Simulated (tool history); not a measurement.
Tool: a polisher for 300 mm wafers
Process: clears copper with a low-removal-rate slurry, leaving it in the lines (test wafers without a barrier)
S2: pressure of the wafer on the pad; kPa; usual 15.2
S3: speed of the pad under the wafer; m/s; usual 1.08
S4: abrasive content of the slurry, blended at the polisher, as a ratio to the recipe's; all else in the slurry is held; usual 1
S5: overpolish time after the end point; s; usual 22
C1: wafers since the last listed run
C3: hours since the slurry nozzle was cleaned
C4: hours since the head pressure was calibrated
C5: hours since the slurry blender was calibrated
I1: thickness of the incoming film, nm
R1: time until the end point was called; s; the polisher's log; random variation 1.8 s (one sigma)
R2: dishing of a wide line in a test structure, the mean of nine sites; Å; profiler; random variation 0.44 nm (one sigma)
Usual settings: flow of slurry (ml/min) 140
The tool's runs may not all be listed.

Run 1, day 0: usual settings but S4 1.1; C1 0; wafers polished on this pad 2104; C3 498.5; C4 383.1; C5 131.5; I1 250.1. Result: R1 104.1 s, R2 302 Å.
Run 2, day 3.704: usual settings but flow of slurry (ml/min) 100; C1 722; wafers polished on this pad 2826; C3 587.4; C4 472; C5 220.4; I1 249.4. Result: R1 125.7 s, R2 275 Å.
Run 3, day 7.558: usual settings but flow of slurry (ml/min) 100; C1 751; wafers polished on this pad 3578; C3 679.9; C4 564.5; C5 312.9; I1 249.8. Result: R1 132.2 s, R2 255 Å.
At day 8.046: slurry nozzle cleaned.
Run 4, day 10.529: usual settings; C1 571; wafers polished on this pad 4150; C3 59.6; C4 635.8; C5 384.2; I1 254.1. Result: R1 104.1 s, R2 300 Å.
At day 10.933: worn pad replaced by a new one.
Run 5, day 12.671: usual settings; C1 385; wafers polished on this pad 338; C3 111; C4 687.2; C5 435.6; I1 246. Result: R1 100.7 s, R2 301 Å.
Run 6, day 15.192: usual settings; C1 491; wafers polished on this pad 830; C3 171.5; C4 747.7; C5 496.1; I1 249.2. Result: R1 99.5 s, R2 307 Å.
At day 16.117: slurry blender recalibrated.
At day 16.296: head pressure recalibrated.
Run 7, day 19.279: usual settings; C1 764; wafers polished on this pad 1595; C3 269.6; C4 71.6; C5 75.9; I1 253.2. Result: R1 97.5 s, R2 310 Å.
Run 8, day 21.975: usual settings; C1 525; wafers polished on this pad 2121; C3 334.3; C4 136.3; C5 140.6; I1 254.1. Result: R1 99.9 s, R2 308 Å.
Run 9, day 26.021: usual settings; C1 789; wafers polished on this pad 2910; C3 431.4; C4 233.4; C5 237.7; I1 250.9. Result: R1 107.2 s, R2 300 Å.
Run 10, day 28.746: usual settings; C1 531; wafers polished on this pad 3441; C3 496.8; C4 298.8; C5 303.1; I1 249.5. Result: R1 105.4 s, R2 294 Å.
Run 11, day 31.217: usual settings; C1 481; wafers polished on this pad 3923; C3 556.1; C4 358.1; C5 362.4; I1 249.8. Result: R1 108.1 s, R2 285 Å.
At day 33.046: worn pad replaced by a new one.
Run 12, day 33.217: usual settings; C1 357; wafers polished on this pad 33; C3 604.1; C4 406.1; C5 410.4; I1 247.7. Result: R1 107.4 s, R2 288 Å.
At day 34.342: slurry blender recalibrated.
At day 35.988: slurry nozzle cleaned.
Run 13, day 36.312: usual settings but S2 9.7 kPa, S4 0.7, S5 9 s; C1 579; wafers polished on this pad 612; C3 7.8; C4 480.4; C5 47.3; I1 254.9. Result: R1 147.5 s, R2 111 Å.
Run 14, day 39.975: usual settings but S4 1.25; C1 714; wafers polished on this pad 1327; C3 95.7; C4 568.3; C5 135.2; I1 246.7. Result: R1 90.3 s, R2 324 Å.
Run 15, day 41.671: usual settings but S3 1.28 m/s; C1 330; wafers polished on this pad 1658; C3 136.4; C4 609; C5 175.9; I1 249.8. Result: R1 85.4 s, R2 341 Å.
Run 16, day 44.588: usual settings; C1 568; wafers polished on this pad 2227; C3 206.4; C4 679; C5 245.9; I1 245.7. Result: R1 93.8 s, R2 304 Å.
At day 44.762: head pressure recalibrated.
Run 17, day 46.638: usual settings but flow of slurry (ml/min) 95, S2 17.9 kPa, S3 1.42 m/s, S5 26 s; C1 383; wafers polished on this pad 2610; C3 255.6; C4 45; C5 295.1; I1 248.7. Result: R1 74.6 s, R2 411 Å.
Run 18, day 50.871: usual settings but S2 20 kPa, S3 1.24 m/s, S4 1.1, S5 31 s; C1 825; wafers polished on this pad 3436; C3 357.2; C4 146.6; C5 396.7; I1 249.2. Result: R1 70.7 s, R2 468 Å.
At day 53.1: worn pad replaced by a new one.
Run 19, day 53.121: usual settings but S4 0.8; C1 406; wafers polished on this pad 3; C3 411.2; C4 200.6; C5 450.7; I1 249. Result: R1 111.4 s, R2 299 Å.
Run 20, day 55.429: usual settings but flow of slurry (ml/min) 105, S2 17.2 kPa, S3 1.44 m/s; C1 450; wafers polished on this pad 454; C3 466.6; C4 256; C5 506.1; I1 248.8. Result: R1 78.8 s, R2 359 Å.
At day 56.583: slurry blender recalibrated.
Run 21, day 58.304: usual settings but flow of slurry (ml/min) 180, S3 0.78 m/s; C1 544; wafers polished on this pad 998; C3 535.6; C4 325; C5 41.3; I1 246.3. Result: R1 127.7 s, R2 254 Å.
Run 22, day 59.867: usual settings; C1 304; wafers polished on this pad 1303; C3 573.1; C4 362.5; C5 78.8; I1 247.4. Result: R1 104 s, R2 307 Å.
Run 23, day 62.742: usual settings but S2 17.2 kPa, S3 0.96 m/s; C1 560; wafers polished on this pad 1864; C3 642.1; C4 431.5; C5 147.8; I1 248.3. Result: R1 106.6 s, R2 286 Å.
At day 64.312: slurry nozzle cleaned.
Run 24, day 65.596: usual settings but flow of slurry (ml/min) 175, S3 1.32 m/s, S5 17 s; C1 548; wafers polished on this pad 2412; C3 30.8; C4 500; C5 216.3; I1 248.8. Result: R1 79.5 s, R2 297 Å.
Run 25, day 69.075: usual settings but S2 16.5 kPa, S3 1.22 m/s, S5 13 s; C1 678; wafers polished on this pad 3091; C3 114.3; C4 583.5; C5 299.8; I1 249.9. Result: R1 82.7 s, R2 236 Å.
At day 71.588: worn pad replaced by a new one.
Run 26, day 71.667: usual settings; C1 473; wafers polished on this pad 15; C3 176.5; C4 645.7; C5 362; I1 249.9. Result: R1 102.9 s, R2 305 Å.
Run 27, day 75.475: usual settings but S2 13.1 kPa; C1 742; wafers polished on this pad 758; C3 267.9; C4 737.1; C5 453.4; I1 250.1. Result: R1 122.1 s, R2 276 Å.
Run 28, day 77.079: usual settings; C1 312; wafers polished on this pad 1070; C3 306.4; C4 775.6; C5 491.9; I1 255. Result: R1 107 s, R2 295 Å.
At day 78.704: slurry blender recalibrated.
Run 29, day 79.6: usual settings but flow of slurry (ml/min) 105, S2 18.6 kPa; C1 475; wafers polished on this pad 1546; C3 366.9; C4 836.1; C5 21.5; I1 248.6. Result: R1 84.4 s, R2 338 Å.

Measured less the same run without the tool's hidden state. The same run-to-run variation is in both; the gauge's scatter may not be:
The hidden state here: removal rate lost through wear of the pad, %; slurry flow missing at the pad, %; deviation of the head's pressure from its setpoint, %; abrasive missing from the slurry, %.
run     R1   R2
  1  +11.3  -23
  2  +22.3  -40
  3  +30.7  -51
  4   +9.7  -20
  5   +9.8  -20
  6  +10.1  -23
  7     +5  -11
  8   +7.7  -16
  9  +11.6  -23
 10  +13.5  -27
 11  +15.8  -31
 12  +17.4  -36
 13   +3.9   -3
 14   +5.3  -12
 15   +5.8  -14
 16   +7.9  -17
 17   +7.3  -22
 18   +7.9  -22
 19  +13.2  -27
 20  +11.2  -32
 21   +9.5  -15
 22  +11.2  -24
 23  +15.7  -32
 24     +7  -19
 25   +8.5  -20
 26  +11.4  -24
 27  +14.9  -25
 28  +13.5  -27
 29   +4.2  -11
